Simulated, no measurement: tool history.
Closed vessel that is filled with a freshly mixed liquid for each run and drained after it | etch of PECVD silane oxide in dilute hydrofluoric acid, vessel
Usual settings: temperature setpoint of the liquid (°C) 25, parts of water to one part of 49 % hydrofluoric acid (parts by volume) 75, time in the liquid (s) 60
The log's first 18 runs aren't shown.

run     day  temperature setpoint of the liquid (°C)  parts of water to one part of 49 % hydrofluoric acid (parts by volume)  time in the liquid (s)  wafers since the last listed run  hours since the thermometer was replaced  hours since the hydrofluoric acid flow meter was replaced  hours since the gauge calibration  read-back film thickness of the PECVD silane oxide reference wafer, read on the same gauge (nm)  thickness taken off the PECVD silane oxide on a monitor wafer (Å)
 19   8.592                                     20.5                                                                      65                      60                               586                                      18.4                                                     1649.7                               21.8                                                                                            40.02                                                              413.5
     10.317  -- hydrofluoric acid flow meter replaced
 20  10.446                                       25                                                                      75                      60                              2864                                      62.9                                                        3.1                               66.3                                                                                            39.99                                                              459.3
 21  10.846                                       23                                                                     105                      45                               632                                      72.5                                                       12.7                               75.9                                                                                            39.97                                                                218
 22  11.492                                       20                                                                      45                      80                              1020                                        88                                                       28.2                               91.4                                                                                            39.97                                                              852.9
 23  12.054                                     29.5                                                                      45                      60                               889                                     101.5                                                       41.7                              104.9                                                                                            39.96                                                              943.1
 24  12.762                                     23.5                                                                      50                      60                              1119                                     118.5                                                       58.7                              121.9                                                                                            39.95                                                              671.7
 25  13.442                                     20.5                                                                      50                      35                              1073                                     134.8                                                         75                              138.2                                                                                               40                                                              343.4
 26  13.717                                       25                                                                      75                      90                               434                                     141.4                                                       81.6                              144.8                                                                                               40                                                              695.6
     14.462  -- hydrofluoric acid flow meter replaced, repeated, since the last time left the tool worse
 27    15.2                                       25                                                                      55                      35                              2278                                       177                                                       17.7                              180.4                                                                                            39.98                                                              324.3
 28  15.862                                       23                                                                      75                      80                              1047                                     192.9                                                       33.6                              196.3                                                                                            39.98                                                                491
 29  16.392                                       25                                                                      75                      60                               836                                     205.6                                                       46.3                                209                                                                                            40.02                                                                398
 30  16.775                                       25                                                                      75                      60                               605                                     214.8                                                       55.5                              218.2                                                                                            40.01                                                              400.2
 31  17.346                                     20.5                                                                      35                      90                               902                                     228.5                                                       69.2                              231.9                                                                                            40.04                                                               1108

Forecast each of these 3 alternatives for the next run:
  A  17.375                                       25                                                                      35                      60                                46                                     229.2                                                       69.9                              232.6                                                                                                ?                                                                  ?
  B  17.375                                       25                                                                      75                      75                                46                                     229.2                                                       69.9                              232.6                                                                                                ?                                                                  ?
  C  17.375                                     26.5                                                                      50                      30                                46                                     229.2                                                       69.9                              232.6                                                                                                ?                                                                  ?

run  read-back film thickness of the PECVD silane oxide reference wafer, read on the same gauge (nm)  thickness taken off the PECVD silane oxide on a monitor wafer (Å)
  A                                                                                            40.01                                                              903.8
  B                                                                                            40.01                                                              499.7
  C                                                                                            40.01                                                              329.4
Without the tool's hidden state the same runs would have given:
run  thickness taken off the PECVD silane oxide on a monitor wafer (Å)
  A                                                              892.4
  B                                                              493.2
  C                                                              325.2

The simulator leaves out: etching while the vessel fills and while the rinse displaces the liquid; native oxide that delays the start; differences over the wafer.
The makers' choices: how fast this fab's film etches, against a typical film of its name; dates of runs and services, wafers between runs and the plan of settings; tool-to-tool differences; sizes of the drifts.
